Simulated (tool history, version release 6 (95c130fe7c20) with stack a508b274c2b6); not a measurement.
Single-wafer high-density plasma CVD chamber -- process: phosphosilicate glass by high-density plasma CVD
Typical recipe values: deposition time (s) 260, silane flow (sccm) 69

| run | hour | deposition time (s) | silane flow (sccm) | wafers since the last listed run | hours since the silane flow controller was replaced | hours since the gauge calibration | read-back reference wafer on the same gauge, thickness_nm | mean film thickness on the monitor wafer (Å) |
|---|---|---|---|---|---|---|---|---|
| 1 | 0 | 260 | 69 | 0 | 4313.6 | 41 | 2057.447 | 18873.07 |
| 2 | 51.7 | 260 | 69 | 230 | 4365.3 | 92.7 | 2068.176 | 18671.21 |
| 3 | 107.4 | 244 | 69 | 248 | 4421 | 148.4 | 2077.389 | 17667.59 |
| 4 | 156.3 | 248 | 69 | 217 | 4469.9 | 197.3 | 2081.951 | 18066.23 |
| 5 | 219.3 | 248 | 69 | 280 | 4532.9 | 260.3 | 2088.472 | 18070.44 |
| 6 | 288.3 | 248 | 69 | 307 | 4601.9 | 329.3 | 2091.202 | 18177.27 |
| 7 | 369.9 | 260 | 69 | 363 | 4683.5 | 410.9 | 2096.07 | 18944.71 |
| 8 | 414.4 | 260 | 62 | 198 | 4728 | 455.4 | 2096.883 | 17221.4 |
| 9 | 454.3 | 309 | 80 | 177 | 4767.9 | 495.3 | 2099.869 | 26084.37 |
| 10 | 509.9 | 294 | 58 | 247 | 4823.5 | 550.9 | 2101.478 | 18147.25 |
|  | 540.4 | gauge calibrated |
| 11 | 575.5 | 260 | 69 | 292 | 4889.1 | 35.1 | 2049.508 | 18506.39 |
|  | 583.7 | silane flow controller replaced |
| 12 | 640.4 | 220 | 69 | 253 | 56.7 | 100 | 2061.426 | 15847.49 |
| 13 | 680 | 221 | 82 | 176 | 96.3 | 139.6 | 2067.755 | 18915.86 |
| 14 | 709.8 | 231 | 58 | 132 | 126.1 | 169.4 | 2069.989 | 14096.45 |
| 15 | 747.7 | 286 | 80 | 168 | 164 | 207.3 | 2076.548 | 23965.68 |
| 16 | 782.9 | 260 | 69 | 156 | 199.2 | 242.5 | 2079.225 | 18917.2 |

What if the next run were any one of these 4? Each begins from the tool's condition after run 16:
| A | 783.4 | 260 | 69 | 2 | 199.7 | 243 | ? | ? |
| B | 783.4 | 295 | 59 | 2 | 199.7 | 243 | ? | ? |
| C | 783.4 | 260 | 57 | 2 | 199.7 | 243 | ? | ? |
| D | 783.4 | 283 | 59 | 2 | 199.7 | 243 | ? | ? |

| run | read-back reference wafer on the same gauge, thickness_nm | mean film thickness on the monitor wafer (Å) |
|---|---|---|
| A | 2081.034 | 18717.82 |
| B | 2081.034 | 18159.63 |
| C | 2081.034 | 15462.55 |
| D | 2081.034 | 17420.93 |
The same runs, with their run-to-run variation unchanged, on a tool lacking any hidden condition would have given:
| run | mean film thickness on the monitor wafer (Å) |
|---|---|
| A | 18461.12 |
| B | 17910.58 |
| C | 15250.49 |
| D | 17182.01 |

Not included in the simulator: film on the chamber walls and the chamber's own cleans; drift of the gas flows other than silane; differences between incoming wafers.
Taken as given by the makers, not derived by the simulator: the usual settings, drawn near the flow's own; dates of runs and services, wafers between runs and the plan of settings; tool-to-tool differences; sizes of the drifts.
